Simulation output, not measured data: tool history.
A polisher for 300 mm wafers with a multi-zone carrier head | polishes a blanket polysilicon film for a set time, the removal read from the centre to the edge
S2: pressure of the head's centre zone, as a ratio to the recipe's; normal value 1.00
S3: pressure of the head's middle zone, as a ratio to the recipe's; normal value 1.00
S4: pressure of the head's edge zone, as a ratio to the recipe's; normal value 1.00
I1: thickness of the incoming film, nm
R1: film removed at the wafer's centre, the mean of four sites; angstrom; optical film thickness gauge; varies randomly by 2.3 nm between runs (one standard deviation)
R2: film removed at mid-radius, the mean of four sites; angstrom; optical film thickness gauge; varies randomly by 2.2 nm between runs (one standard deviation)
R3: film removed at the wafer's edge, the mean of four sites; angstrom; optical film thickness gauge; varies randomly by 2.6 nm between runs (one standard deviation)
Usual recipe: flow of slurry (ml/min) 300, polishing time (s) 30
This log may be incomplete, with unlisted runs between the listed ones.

{"run": 1, "hour": 0.0, "flow of slurry (ml/min)": 300, "S2": 1.0, "S3": 1.0, "S4": 1.0, "polishing time (s)": 30, "I1": 1184.4, "R1": 1693, "R2": 1638, "R3": 1724}
{"run": 2, "hour": 105.7, "flow of slurry (ml/min)": 300, "S2": 1.0, "S3": 1.0, "S4": 1.0, "polishing time (s)": 30, "I1": 1200.1, "R1": 1667, "R2": 1620, "R3": 1695}
{"hour": 153.6, "done": "slurry nozzle cleaned"}
{"run": 3, "hour": 169.0, "flow of slurry (ml/min)": 300, "S2": 1.0, "S3": 1.0, "S4": 1.0, "polishing time (s)": 30, "I1": 1187.4, "R1": 1730, "R2": 1692, "R3": 1724}
{"run": 4, "hour": 239.5, "flow of slurry (ml/min)": 300, "S2": 1.0, "S3": 0.94, "S4": 1.0, "polishing time (s)": 30, "I1": 1198.4, "R1": 1736, "R2": 1581, "R3": 1690}
{"hour": 294.5, "done": "worn pad replaced by a new one"}
{"run": 5, "hour": 316.8, "flow of slurry (ml/min)": 300, "S2": 1.0, "S3": 0.94, "S4": 1.0, "polishing time (s)": 30, "I1": 1203.9, "R1": 1712, "R2": 1579, "R3": 1755}
{"run": 6, "hour": 373.6, "flow of slurry (ml/min)": 300, "S2": 1.0, "S3": 1.0, "S4": 1.0, "polishing time (s)": 30, "I1": 1199.8, "R1": 1646, "R2": 1652, "R3": 1653}
{"hour": 414.7, "done": "carrier head's membrane replaced by a new one"}
{"hour": 482.5, "done": "slurry nozzle cleaned"}
{"run": 7, "hour": 541.2, "flow of slurry (ml/min)": 300, "S2": 1.0, "S3": 1.0, "S4": 1.0, "polishing time (s)": 30, "I1": 1193.6, "R1": 1732, "R2": 1636, "R3": 1706}
{"hour": 596.7, "done": "centre zone pressure recalibrated"}
{"hour": 608.8, "done": "worn pad replaced by a new one"}
{"hour": 610.4, "done": "edge zone pressure recalibrated"}
{"run": 8, "hour": 634.3, "flow of slurry (ml/min)": 300, "S2": 1.0, "S3": 1.0, "S4": 1.0, "polishing time (s)": 30, "I1": 1174.6, "R1": 1685, "R2": 1661, "R3": 1708}
{"run": 9, "hour": 717.8, "flow of slurry (ml/min)": 300, "S2": 1.0, "S3": 1.0, "S4": 1.0, "polishing time (s)": 30, "I1": 1208.7, "R1": 1629, "R2": 1609, "R3": 1696}
{"run": 10, "hour": 756.1, "flow of slurry (ml/min)": 300, "S2": 1.0, "S3": 1.0, "S4": 1.0, "polishing time (s)": 30, "I1": 1196.7, "R1": 1641, "R2": 1636, "R3": 1709}
{"hour": 790.6, "done": "slurry nozzle cleaned"}
{"run": 11, "hour": 836.0, "flow of slurry (ml/min)": 300, "S2": 1.04, "S3": 1.09, "S4": 1.0, "polishing time (s)": 30, "I1": 1171.3, "R1": 1766, "R2": 1814, "R3": 1687}
{"run": 12, "hour": 905.2, "flow of slurry (ml/min)": 300, "S2": 1.0, "S3": 1.0, "S4": 1.0, "polishing time (s)": 30, "I1": 1204.5, "R1": 1677, "R2": 1661, "R3": 1729}
{"hour": 941.9, "done": "worn pad replaced by a new one"}
{"run": 13, "hour": 1005.7, "flow of slurry (ml/min)": 300, "S2": 1.1, "S3": 1.0, "S4": 1.0, "polishing time (s)": 35, "I1": 1179.6, "R1": 2152, "R2": 1910, "R3": 1976}
{"run": 14, "hour": 1065.1, "flow of slurry (ml/min)": 205, "S2": 1.0, "S3": 1.0, "S4": 0.97, "polishing time (s)": 22, "I1": 1199.9, "R1": 1120, "R2": 1117, "R3": 1163}
{"run": 15, "hour": 1106.7, "flow of slurry (ml/min)": 300, "S2": 1.09, "S3": 1.05, "S4": 1.0, "polishing time (s)": 34, "I1": 1201.8, "R1": 1981, "R2": 1836, "R3": 1858}
{"hour": 1154.3, "done": "slurry nozzle cleaned"}
{"run": 16, "hour": 1204.2, "flow of slurry (ml/min)": 340, "S2": 1.08, "S3": 0.94, "S4": 1.05, "polishing time (s)": 30, "I1": 1188.8, "R1": 1884, "R2": 1605, "R3": 1742}
{"hour": 1219.8, "done": "carrier head's membrane replaced by a new one"}
{"hour": 1287.0, "done": "worn pad replaced by a new one"}
{"run": 17, "hour": 1289.6, "flow of slurry (ml/min)": 220, "S2": 0.95, "S3": 1.0, "S4": 1.0, "polishing time (s)": 39, "I1": 1163.9, "R1": 2062, "R2": 2091, "R3": 2193}
{"hour": 1314.1, "done": "centre zone pressure recalibrated"}
{"run": 18, "hour": 1357.7, "flow of slurry (ml/min)": 345, "S2": 1.06, "S3": 1.04, "S4": 1.0, "polishing time (s)": 23, "I1": 1207.2, "R1": 1382, "R2": 1327, "R3": 1301}
{"run": 19, "hour": 1410.4, "flow of slurry (ml/min)": 340, "S2": 1.08, "S3": 0.94, "S4": 1.05, "polishing time (s)": 30, "I1": 1200.4, "R1": 1832, "R2": 1603, "R3": 1721}
{"hour": 1448.0, "done": "slurry nozzle cleaned"}
{"run": 20, "hour": 1460.2, "flow of slurry (ml/min)": 300, "S2": 0.93, "S3": 1.1, "S4": 1.04, "polishing time (s)": 24, "I1": 1205.2, "R1": 1277, "R2": 1455, "R3": 1405}
{"run": 21, "hour": 1550.6, "flow of slurry (ml/min)": 300, "S2": 0.9, "S3": 1.0, "S4": 1.04, "polishing time (s)": 30, "I1": 1200.4, "R1": 1524, "R2": 1661, "R3": 1722}
{"hour": 1591.3, "done": "worn pad replaced by a new one"}
{"run": 22, "hour": 1606.9, "flow of slurry (ml/min)": 340, "S2": 1.0, "S3": 1.0, "S4": 0.89, "polishing time (s)": 30, "I1": 1193.4, "R1": 1722, "R2": 1706, "R3": 1596}

Forecast each of these 4 alternatives for the next run:
{"run": "A", "hour": 1607.3, "flow of slurry (ml/min)": 300, "S2": 1.0, "S3": 1.0, "S4": 1.06, "polishing time (s)": 30, "I1": 1199.4, "R1": "?", "R2": "?", "R3": "?"}
{"run": "B", "hour": 1607.3, "flow of slurry (ml/min)": 300, "S2": 1.0, "S3": 0.96, "S4": 1.0, "polishing time (s)": 30, "I1": 1199.4, "R1": "?", "R2": "?", "R3": "?"}
{"run": "C", "hour": 1607.3, "flow of slurry (ml/min)": 395, "S2": 1.0, "S3": 1.08, "S4": 1.0, "polishing time (s)": 25, "I1": 1199.4, "R1": "?", "R2": "?", "R3": "?"}
{"run": "D", "hour": 1607.3, "flow of slurry (ml/min)": 300, "S2": 1.0, "S3": 1.0, "S4": 1.0, "polishing time (s)": 27, "I1": 1199.4, "R1": "?", "R2": "?", "R3": "?"}

run=A R1=1733 R2=1656 R3=1752
run=B R1=1733 R2=1600 R3=1704
run=C R1=1482 R2=1507 R3=1442
run=D R1=1560 R2=1490 R3=1533
Take away the tool's hidden state, keep each run's random variation, and the runs would have read:
run=A R1=1755 R2=1674 R3=1767
run=B R1=1754 R2=1617 R3=1718
run=C R1=1496 R2=1520 R3=1452
run=D R1=1579 R2=1507 R3=1546
